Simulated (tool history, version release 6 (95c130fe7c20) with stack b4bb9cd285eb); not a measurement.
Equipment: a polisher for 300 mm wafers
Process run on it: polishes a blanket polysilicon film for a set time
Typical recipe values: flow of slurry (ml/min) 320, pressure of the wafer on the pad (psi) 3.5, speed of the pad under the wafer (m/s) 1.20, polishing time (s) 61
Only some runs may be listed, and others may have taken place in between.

run	hour	flow of slurry (ml/min)	pressure of the wafer on the pad (psi)	speed of the pad under the wafer (m/s)	polishing time (s)	incoming thickness of the incoming film, nm	film removed (nm)
1	0.0	320	4.2	1.20	68	2152.4	821.5
2	29.2	320	3.5	1.20	61	2135.1	617.6
3	83.1	320	3.5	1.20	61	2106.2	608.5
4	91.0	320	3.5	1.20	61	2146.7	616.6
5	99.5	320	3.5	1.20	61	2099.0	604.6
6	107.9	320	3.5	1.20	74	2121.5	756.5
7	118.6	320	2.9	1.20	61	2157.0	510.0
8	135.8	320	2.9	1.20	61	2101.0	519.0
9	148.9	320	3.5	1.20	61	2100.0	603.6
10	166.3	320	3.0	1.10	61	2119.5	493.4
11	182.0	345	3.5	1.20	61	2147.2	623.2
12	199.0	345	3.5	1.20	61	2115.0	624.8
13	207.4	345	3.5	1.20	61	2140.4	619.4
14	216.2	250	4.0	0.86	74	2143.4	640.1
15	226.3	320	2.7	1.20	70	2122.3	551.9
16	240.5	320	3.5	1.20	61	2152.7	605.1
17	249.0	350	2.6	1.20	61	2083.4	474.5
18	259.1	320	3.5	1.20	61	2148.4	614.3
19	273.7	220	3.8	1.20	61	2101.0	636.4
20	291.5	230	3.5	1.20	61	2176.5	590.6
21	303.9	320	2.3	1.20	61	2106.0	421.3
22	311.3	395	3.5	1.20	61	2173.1	628.5
23	320.9	320	3.5	1.20	48	2126.4	483.4
24	368.5	320	4.7	1.20	61	2146.4	806.9
25	381.6	320	4.3	1.20	43	2099.5	521.9
26	388.5	320	3.5	1.60	72	2176.3	947.6
27	398.3	405	4.1	1.20	61	2167.8	721.9
28	408.5	320	3.5	1.52	61	2169.8	762.8
29	417.3	320	3.5	1.20	61	2106.4	614.4
30	434.5	365	4.3	1.20	61	2155.2	758.6
31	452.1	405	3.5	0.90	80	2135.1	655.1
32	462.5	320	3.5	1.20	61	2118.7	611.9
33	477.1	320	3.5	1.20	61	2101.9	618.0
34	487.9	355	2.6	1.60	80	2110.3	778.2
35	504.6	320	2.7	1.00	61	2108.6	417.6
36	520.9	365	3.5	1.20	61	2162.2	617.3

Not shown: 5 entries that the log had between the listed runs. Between which runs, and how does the tool's hidden state differ before and after?
From run 6 to run 7: head pressure recalibrated (hour 118.1)
  the hidden state is the same at both runs
From run 7 to run 8: worn pad replaced by a new one (hour 132.5)
  the hidden state is the same at both runs
From run 18 to run 19: worn pad replaced by a new one (hour 269.7)
  the hidden state is the same at both runs
From run 22 to run 23: slurry nozzle cleaned (hour 313.8)
  the hidden state is the same at both runs
From run 26 to run 27: worn pad replaced by a new one (hour 397.0)
  the hidden state is the same at both runs

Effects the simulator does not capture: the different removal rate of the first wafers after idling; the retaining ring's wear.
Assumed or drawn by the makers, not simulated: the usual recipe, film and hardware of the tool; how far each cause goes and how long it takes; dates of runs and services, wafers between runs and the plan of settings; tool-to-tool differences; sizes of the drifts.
